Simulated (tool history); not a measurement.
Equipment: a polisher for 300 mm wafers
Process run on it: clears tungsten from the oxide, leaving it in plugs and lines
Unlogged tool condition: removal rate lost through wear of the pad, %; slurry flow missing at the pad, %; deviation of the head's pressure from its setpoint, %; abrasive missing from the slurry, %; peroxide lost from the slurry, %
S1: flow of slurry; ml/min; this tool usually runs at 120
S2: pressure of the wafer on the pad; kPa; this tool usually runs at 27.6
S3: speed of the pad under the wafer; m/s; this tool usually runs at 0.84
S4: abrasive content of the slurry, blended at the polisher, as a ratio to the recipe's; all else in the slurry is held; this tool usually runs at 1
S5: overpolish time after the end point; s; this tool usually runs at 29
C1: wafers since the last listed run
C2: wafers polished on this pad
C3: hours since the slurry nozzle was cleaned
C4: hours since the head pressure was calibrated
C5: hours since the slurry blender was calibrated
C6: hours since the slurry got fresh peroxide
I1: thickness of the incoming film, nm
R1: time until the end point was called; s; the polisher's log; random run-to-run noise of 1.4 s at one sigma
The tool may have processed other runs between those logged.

run 1 day=0 | S1=120 S2=27.6 S3=0.84 S4=1 S5=29 | C1=0 C2=1595 C3=362.6 C4=82.9 C5=110.8 C6=96.9 | I1=313.8 | R1=64.9
-- day=0.246 slurry nozzle cleaned
run 2 day=2.133 | S1=120 S2=27.6 S3=0.84 S4=1 S5=29 | C1=479 C2=2074 C3=45.3 C4=134.1 C5=162 C6=148.1 | I1=322.5 | R1=66.5
-- day=5.012 worn pad replaced by a new one
run 3 day=5.038 | S1=120 S2=27.6 S3=0.84 S4=1 S5=29 | C1=627 C2=5 C3=115 C4=203.8 C5=231.7 C6=217.8 | I1=320 | R1=65.8
-- day=6.088 slurry blender recalibrated
run 4 day=7.15 | S1=120 S2=27.6 S3=0.84 S4=1 S5=29 | C1=465 C2=470 C3=165.7 C4=254.5 C5=25.5 C6=268.5 | I1=318.8 | R1=63.4
-- day=8.996 slurry tank refilled with fresh slurry and peroxide
run 5 day=9.079 | S1=120 S2=27.6 S3=0.84 S4=1 S5=29 | C1=432 C2=903 C3=212 C4=300.8 C5=71.8 C6=2 | I1=320.6 | R1=62.2
run 6 day=10.875 | S1=120 S2=27.6 S3=0.84 S4=1 S5=29 | C1=411 C2=1314 C3=255.1 C4=343.9 C5=114.9 C6=45.1 | I1=319 | R1=61.6
-- day=14.767 slurry nozzle cleaned
run 7 day=14.988 | S1=120 S2=27.6 S3=0.84 S4=1 S5=29 | C1=933 C2=2247 C3=5.3 C4=442.6 C5=213.6 C6=143.8 | I1=317.6 | R1=60.5
-- day=16.75 worn pad replaced by a new one
run 8 day=17.333 | S1=120 S2=27.6 S3=0.84 S4=1 S5=29 | C1=499 C2=133 C3=61.6 C4=498.9 C5=269.9 C6=200.1 | I1=322.3 | R1=62.2
run 9 day=18.829 | S1=120 S2=27.6 S3=0.84 S4=1 S5=29 | C1=342 C2=476 C3=97.5 C4=534.8 C5=305.8 C6=236 | I1=320.7 | R1=61.9
-- day=19.129 head pressure recalibrated
-- day=19.662 slurry blender recalibrated
run 10 day=21.325 | S1=120 S2=27.6 S3=0.84 S4=1 S5=29 | C1=533 C2=1009 C3=157.4 C4=52.7 C5=39.9 C6=295.9 | I1=322.5 | R1=69.6
-- day=22.2 slurry tank refilled with fresh slurry and peroxide
run 11 day=22.733 | S1=120 S2=27.6 S3=0.84 S4=1 S5=35 | C1=313 C2=1323 C3=191.2 C4=86.5 C5=73.7 C6=12.8 | I1=318.9 | R1=66.6
run 12 day=24.621 | S1=120 S2=27.6 S3=0.84 S4=1 S5=35 | C1=432 C2=1755 C3=236.5 C4=131.8 C5=119 C6=58.1 | I1=322.8 | R1=66.3
run 13 day=27.546 | S1=150 S2=18.6 S3=0.64 S4=1.15 S5=29 | C1=670 C2=2426 C3=306.7 C4=202 C5=189.2 C6=128.3 | I1=320.7 | R1=113.2
-- day=29 slurry nozzle cleaned
run 14 day=29.325 | S1=85 S2=31 S3=0.84 S4=0.8 S5=18 | C1=398 C2=2824 C3=7.8 C4=244.7 C5=231.9 C6=171 | I1=316.4 | R1=63.7
-- day=30.388 worn pad replaced by a new one
run 15 day=32.171 | S1=80 S2=27.6 S3=0.84 S4=1 S5=45 | C1=614 C2=408 C3=76.1 C4=313 C5=300.2 C6=239.3 | I1=319.1 | R1=66.5
-- day=32.933 slurry blender recalibrated
-- day=33.75 slurry tank refilled with fresh slurry and peroxide
run 16 day=34.667 | S1=90 S2=34.5 S3=0.84 S4=1.15 S5=23 | C1=543 C2=951 C3=136 C4=372.9 C5=41.6 C6=22 | I1=316.2 | R1=49.4
run 17 day=35.783 | S1=145 S2=37.2 S3=0.84 S4=1 S5=29 | C1=255 C2=1207 C3=162.8 C4=399.7 C5=68.4 C6=48.8 | I1=314.3 | R1=45.2
run 18 day=36.942 | S1=120 S2=27.6 S3=0.84 S4=1 S5=29 | C1=265 C2=1473 C3=190.6 C4=427.5 C5=96.2 C6=76.6 | I1=316.9 | R1=60.7
run 19 day=38.583 | S1=140 S2=27.6 S3=1.04 S4=1.2 S5=23 | C1=376 C2=1849 C3=230 C4=466.9 C5=135.6 C6=116 | I1=321.1 | R1=46.1
run 20 day=39.679 | S1=120 S2=20.7 S3=0.84 S4=1 S5=29 | C1=251 C2=2100 C3=256.3 C4=493.2 C5=161.9 C6=142.3 | I1=318.2 | R1=83
run 21 day=42.546 | S1=120 S2=31.7 S3=0.94 S4=1 S5=29 | C1=657 C2=2757 C3=325.1 C4=562 C5=230.7 C6=211.1 | I1=320.9 | R1=46.4
-- day=43.325 slurry nozzle cleaned
-- day=43.804 slurry blender recalibrated
-- day=43.917 worn pad replaced by a new one
run 22 day=45 | S1=100 S2=22.8 S3=0.76 S4=0.85 S5=29 | C1=507 C2=248 C3=40.2 C4=620.9 C5=28.7 C6=270 | I1=317.3 | R1=86.6
-- day=45.471 slurry tank refilled with fresh slurry and peroxide
-- day=46.479 head pressure recalibrated
run 23 day=47.879 | S1=120 S2=24.1 S3=0.84 S4=1 S5=29 | C1=631 C2=879 C3=109.3 C4=33.6 C5=97.8 C6=57.8 | I1=324.6 | R1=77.7
run 24 day=50.504 | S1=120 S2=27.6 S3=0.84 S4=1 S5=29 | C1=601 C2=1481 C3=172.3 C4=96.6 C5=160.8 C6=120.8 | I1=319.7 | R1=63.1
-- day=55.304 slurry blender recalibrated
-- day=55.617 worn pad replaced by a new one
run 25 day=55.692 | S1=120 S2=27.6 S3=0.84 S4=1 S5=29 | C1=1131 C2=17 C3=296.8 C4=221.1 C5=9.3 C6=245.3 | I1=319.9 | R1=62.3
-- day=57.225 slurry nozzle cleaned
-- day=58.05 slurry tank refilled with fresh slurry and peroxide
run 26 day=58.471 | S1=120 S2=30.3 S3=1.02 S4=1 S5=25 | C1=617 C2=635 C3=29.9 C4=287.8 C5=76 C6=10.1 | I1=319.9 | R1=48.9

The logged runs with the hidden state left out (each run's random variation unchanged):
run=1 R1=67.3
run=2 R1=70.1
run=3 R1=70.7
run=4 R1=68.8
run=5 R1=67.9
run=6 R1=67.6
run=7 R1=66.9
run=8 R1=68.9
run=9 R1=68.8
run=10 R1=71
run=11 R1=69
run=12 R1=69.8
run=13 R1=121.3
run=14 R1=68.8
run=15 R1=72.5
run=16 R1=54.3
run=17 R1=49.8
run=18 R1=67
run=19 R1=51
run=20 R1=91.8
run=21 R1=51.5
run=22 R1=96.3
run=23 R1=79.4
run=24 R1=66.4
run=25 R1=67.7
run=26 R1=53.7

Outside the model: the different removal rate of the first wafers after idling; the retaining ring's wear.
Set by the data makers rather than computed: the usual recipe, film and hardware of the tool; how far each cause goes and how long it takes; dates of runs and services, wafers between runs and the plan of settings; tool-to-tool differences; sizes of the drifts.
